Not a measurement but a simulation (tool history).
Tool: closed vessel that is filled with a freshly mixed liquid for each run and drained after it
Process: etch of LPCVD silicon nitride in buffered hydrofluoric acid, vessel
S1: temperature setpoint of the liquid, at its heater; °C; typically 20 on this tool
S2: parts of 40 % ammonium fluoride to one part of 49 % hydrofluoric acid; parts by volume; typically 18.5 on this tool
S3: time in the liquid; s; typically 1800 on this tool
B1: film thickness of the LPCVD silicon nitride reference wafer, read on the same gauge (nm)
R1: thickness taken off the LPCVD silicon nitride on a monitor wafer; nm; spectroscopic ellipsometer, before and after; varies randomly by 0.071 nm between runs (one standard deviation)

run,hour,S1,S2,S3,B1,R1
1,0,20,18.5,1800,90,11.31
2,83.6,20,18.5,1800,90,11.25
3,142,20,18.5,1800,90.01,11.3
4,195.7,20,18.5,1800,89.99,11.06
5,275.8,20,18.5,2515,90.03,15.74
6,361.7,20,18.5,2515,90.01,15.85
7,412.3,20,18.5,1800,90,11.17
8,449.5,20,18.5,1800,90.01,11.13
9,491.8,20,18.5,1800,89.99,11.26
10,558,17,18.5,1800,90.01,9.44
11,644.3,17,18.5,1800,90.03,9.55
# hour 674.5: gauge calibrated
12,730.1,18.5,18.5,1020,90.02,5.85
# hour 737.6: thermometer replaced
13,767.7,20,18.5,1800,90,11.27
14,855.1,20,20.5,1800,89.99,10.23
15,941.2,25,18.5,1800,90,14.84
16,991.1,20,18.5,915,89.99,5.69
17,1040.5,17,11.5,1800,90.01,15.1
# hour 1064.3: hydrofluoric acid flow meter replaced
18,1146.5,21.5,18.5,1800,89.98,12.3
19,1217,23,14.5,1800,90,16.72
20,1279.1,20,16.5,2405,89.99,16.71
21,1328.5,18.5,22.5,1190,90.01,5.92
22,1406.1,18.5,12.5,1335,90,11.14
23,1452.2,17,11.5,1800,89.97,15.08
24,1508.7,17,23.5,925,90,4.03
25,1607.7,20,16.5,2405,90,16.85

Below are 5 alternative next runs, each starting from the tool's condition after run 25. Predict each:
A,1608.9,20,18.5,2705,?,?
B,1608.9,22.5,12,1800,?,?
C,1608.9,17,15.5,1240,?,?
D,1608.9,18,23,1800,?,?
E,1608.9,24.5,18.5,2310,?,?

run,B1,R1
A,90,16.94
B,90,19.83
C,90,7.8
D,90,8.46
E,90,18.56
Stripped of hidden state, with their random variation kept, the same runs would have yielded:
run,R1
A,16.94
B,19.83
C,7.8
D,8.46
E,18.56
